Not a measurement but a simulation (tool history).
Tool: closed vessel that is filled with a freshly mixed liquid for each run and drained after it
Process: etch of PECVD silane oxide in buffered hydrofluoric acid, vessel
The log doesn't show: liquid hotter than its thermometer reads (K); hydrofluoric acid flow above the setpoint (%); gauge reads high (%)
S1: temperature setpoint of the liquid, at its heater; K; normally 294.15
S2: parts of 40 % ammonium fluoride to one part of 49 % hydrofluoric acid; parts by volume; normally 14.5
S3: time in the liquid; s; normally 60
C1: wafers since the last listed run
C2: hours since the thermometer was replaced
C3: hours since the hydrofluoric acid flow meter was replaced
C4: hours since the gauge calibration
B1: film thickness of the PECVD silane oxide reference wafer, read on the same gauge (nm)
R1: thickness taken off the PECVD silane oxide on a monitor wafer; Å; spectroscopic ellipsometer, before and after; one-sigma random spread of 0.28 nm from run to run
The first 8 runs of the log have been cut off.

run 9 day=3.600 | S1=294.15 S2=12.0 S3=60 | C1=1132 C2=2227.6 C3=2636.6 C4=292.3 | B1=140.03 | R1=1067.1
-- day=3.946 hydrofluoric acid flow meter replaced
run 10 day=3.967 | S1=291.15 S2=14.5 S3=60 | C1=718 C2=2236.4 C3=0.5 C4=301.1 | B1=139.99 | R1=760.6
-- day=4.425 thermometer replaced
run 11 day=4.508 | S1=294.15 S2=17.5 S3=75 | C1=1104 C2=2.0 C3=13.5 C4=314.1 | B1=139.98 | R1=820.9
run 12 day=5.029 | S1=294.15 S2=14.5 S3=60 | C1=1150 C2=14.5 C3=26.0 C4=326.6 | B1=139.95 | R1=790.3
run 13 day=5.833 | S1=294.15 S2=14.5 S3=60 | C1=1776 C2=33.8 C3=45.3 C4=345.9 | B1=140.02 | R1=790.2
run 14 day=6.538 | S1=294.15 S2=14.5 S3=60 | C1=1555 C2=50.7 C3=62.2 C4=362.8 | B1=139.98 | R1=792.6
run 15 day=7.162 | S1=294.15 S2=14.5 S3=60 | C1=1380 C2=65.7 C3=77.2 C4=377.8 | B1=140.05 | R1=789.5
run 16 day=7.608 | S1=292.15 S2=17.0 S3=70 | C1=985 C2=76.4 C3=87.9 C4=388.5 | B1=139.98 | R1=702.6
-- day=7.783 gauge calibrated
run 17 day=7.983 | S1=294.15 S2=9.0 S3=60 | C1=828 C2=85.4 C3=96.9 C4=4.8 | B1=139.98 | R1=1213.8
run 18 day=8.608 | S1=297.65 S2=20.0 S3=75 | C1=1380 C2=100.4 C3=111.9 C4=19.8 | B1=140.04 | R1=880.9
run 19 day=9.254 | S1=294.15 S2=14.5 S3=60 | C1=1426 C2=115.9 C3=127.4 C4=35.3 | B1=140.03 | R1=794.8
run 20 day=9.604 | S1=294.15 S2=14.5 S3=30 | C1=773 C2=124.3 C3=135.8 C4=43.7 | B1=139.98 | R1=395.5
run 21 day=10.029 | S1=296.65 S2=20.5 S3=40 | C1=939 C2=134.5 C3=146.0 C4=53.9 | B1=139.96 | R1=436.8
run 22 day=10.292 | S1=296.15 S2=14.5 S3=60 | C1=579 C2=140.8 C3=152.3 C4=60.2 | B1=139.98 | R1=885.6
run 23 day=10.883 | S1=290.15 S2=14.5 S3=60 | C1=1307 C2=155.0 C3=166.5 C4=74.4 | B1=139.97 | R1=632.9
run 24 day=11.604 | S1=294.15 S2=9.5 S3=30 | C1=1592 C2=172.3 C3=183.8 C4=91.7 | B1=140.01 | R1=589.4
run 25 day=12.167 | S1=294.15 S2=9.0 S3=60 | C1=1242 C2=185.8 C3=197.3 C4=105.2 | B1=139.98 | R1=1228.7
run 26 day=12.421 | S1=295.65 S2=16.0 S3=35 | C1=561 C2=191.9 C3=203.4 C4=111.3 | B1=140.07 | R1=459.8
run 27 day=12.817 | S1=292.65 S2=19.0 S3=80 | C1=874 C2=201.4 C3=212.9 C4=120.8 | B1=139.97 | R1=750.8
run 28 day=13.221 | S1=297.65 S2=10.5 S3=60 | C1=892 C2=211.1 C3=222.6 C4=130.5 | B1=140.02 | R1=1328.4
run 29 day=13.712 | S1=296.65 S2=20.5 S3=40 | C1=1086 C2=222.9 C3=234.4 C4=142.3 | B1=140.00 | R1=436.9
run 30 day=14.038 | S1=297.15 S2=18.5 S3=30 | C1=718 C2=230.7 C3=242.2 C4=150.1 | B1=140.00 | R1=371.7
run 31 day=14.400 | S1=296.65 S2=18.0 S3=80 | C1=800 C2=239.4 C3=250.9 C4=158.8 | B1=139.96 | R1=987.2
run 32 day=14.700 | S1=290.65 S2=19.0 S3=30 | C1=662 C2=246.6 C3=258.1 C4=166.0 | B1=140.00 | R1=251.4

Below are 5 alternative next runs, each starting from the tool's condition after run 32. Predict each:
run A day=14.729 | S1=294.15 S2=11.5 S3=60 | C1=64 C2=247.3 C3=258.8 C4=166.7 | B1=? | R1=?
run B day=14.729 | S1=294.15 S2=20.0 S3=60 | C1=64 C2=247.3 C3=258.8 C4=166.7 | B1=? | R1=?
run C day=14.729 | S1=298.15 S2=9.0 S3=90 | C1=64 C2=247.3 C3=258.8 C4=166.7 | B1=? | R1=?
run D day=14.729 | S1=291.15 S2=14.5 S3=30 | C1=64 C2=247.3 C3=258.8 C4=166.7 | B1=? | R1=?
run E day=14.729 | S1=294.15 S2=20.0 S3=80 | C1=64 C2=247.3 C3=258.8 C4=166.7 | B1=? | R1=?

run=A B1=140.02 R1=1002.6
run=B B1=140.02 R1=581.9
run=C B1=140.02 R1=2291.5
run=D B1=140.02 R1=337.7
run=E B1=140.02 R1=775.9
Stripped of hidden state, with their random variation kept, the same runs would have yielded:
run=A R1=969.2
run=B R1=562.5
run=C R1=2217.2
run=D R1=326.2
run=E R1=750.0

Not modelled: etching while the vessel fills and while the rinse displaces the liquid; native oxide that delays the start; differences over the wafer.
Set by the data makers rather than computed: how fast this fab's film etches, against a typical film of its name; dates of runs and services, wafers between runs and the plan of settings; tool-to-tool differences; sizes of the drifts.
